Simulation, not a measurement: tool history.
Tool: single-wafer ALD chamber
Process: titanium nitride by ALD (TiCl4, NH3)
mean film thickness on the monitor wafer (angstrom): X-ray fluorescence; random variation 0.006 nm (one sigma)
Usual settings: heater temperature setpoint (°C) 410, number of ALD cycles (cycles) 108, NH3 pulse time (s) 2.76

run,hour,heater temperature setpoint (°C),number of ALD cycles (cycles),NH3 pulse time (s),wafers since the last listed run,hours since the last thermocouple change,hours since the showerhead was replaced,hours since the gauge calibration,"read-back reference wafer on the same gauge, thickness_nm",mean film thickness on the monitor wafer (angstrom)
1,0.0,410,108,2.76,0,1207.0,4179.8,55.8,2.069,23.92
2,9.7,410,108,2.76,14,1216.7,4189.5,65.5,2.070,23.85
3,16.7,410,108,2.76,10,1223.7,4196.5,72.5,2.071,24.01
4,30.6,410,108,2.76,21,1237.6,4210.4,86.4,2.071,23.94
5,37.4,410,108,2.76,10,1244.4,4217.2,93.2,2.070,23.88
6,52.6,410,108,2.76,23,1259.6,4232.4,108.4,2.070,23.97
7,61.4,410,108,2.76,13,1268.4,4241.2,117.2,2.070,23.98
8,76.3,410,108,2.76,22,1283.3,4256.1,132.1,2.069,23.88
# hour 77.6: gauge calibrated
9,86.1,410,108,2.76,15,1293.1,4265.9,8.5,2.070,23.92
10,99.7,404,101,2.76,20,1306.7,4279.5,22.1,2.070,22.38
11,116.4,410,108,2.76,25,1323.4,4296.2,38.8,2.069,23.93
12,127.6,420,108,2.76,17,1334.6,4307.4,50.0,2.070,23.87
# hour 144.0: showerhead replaced
# hour 146.8: thermocouple changed; heater temperature recalibrated
13,147.3,410,108,2.76,13,0.5,3.3,69.7,2.069,23.98
14,148.9,398,108,3.61,2,2.1,4.9,71.3,2.069,24.19
15,158.8,419,108,2.76,15,12.0,14.8,81.2,2.070,23.97
16,171.4,404,101,2.76,19,24.6,27.4,93.8,2.069,22.32
17,183.7,421,94,2.76,18,36.9,39.7,106.1,2.069,20.88
18,191.6,410,94,2.36,12,44.8,47.6,114.0,2.070,20.68
# hour 204.3: gauge calibrated
19,206.6,410,108,2.76,23,59.8,62.6,2.3,2.070,23.92
20,217.4,410,99,2.34,16,70.6,73.4,13.1,2.069,21.66
21,232.5,399,90,2.76,23,85.7,88.5,28.2,2.070,19.78

Forecast each of these 3 alternatives for the next run:
A,233.2,410,108,2.76,1,86.4,89.2,28.9,?,?
B,233.2,410,99,3.75,1,86.4,89.2,28.9,?,?
C,233.2,402,108,3.85,1,86.4,89.2,28.9,?,?

run,"read-back reference wafer on the same gauge, thickness_nm",mean film thickness on the monitor wafer (angstrom)
A,2.070,23.92
B,2.070,22.15
C,2.070,24.18
Without the tool's hidden state the same runs would have given:
run,mean film thickness on the monitor wafer (angstrom)
A,23.92
B,22.15
C,24.18
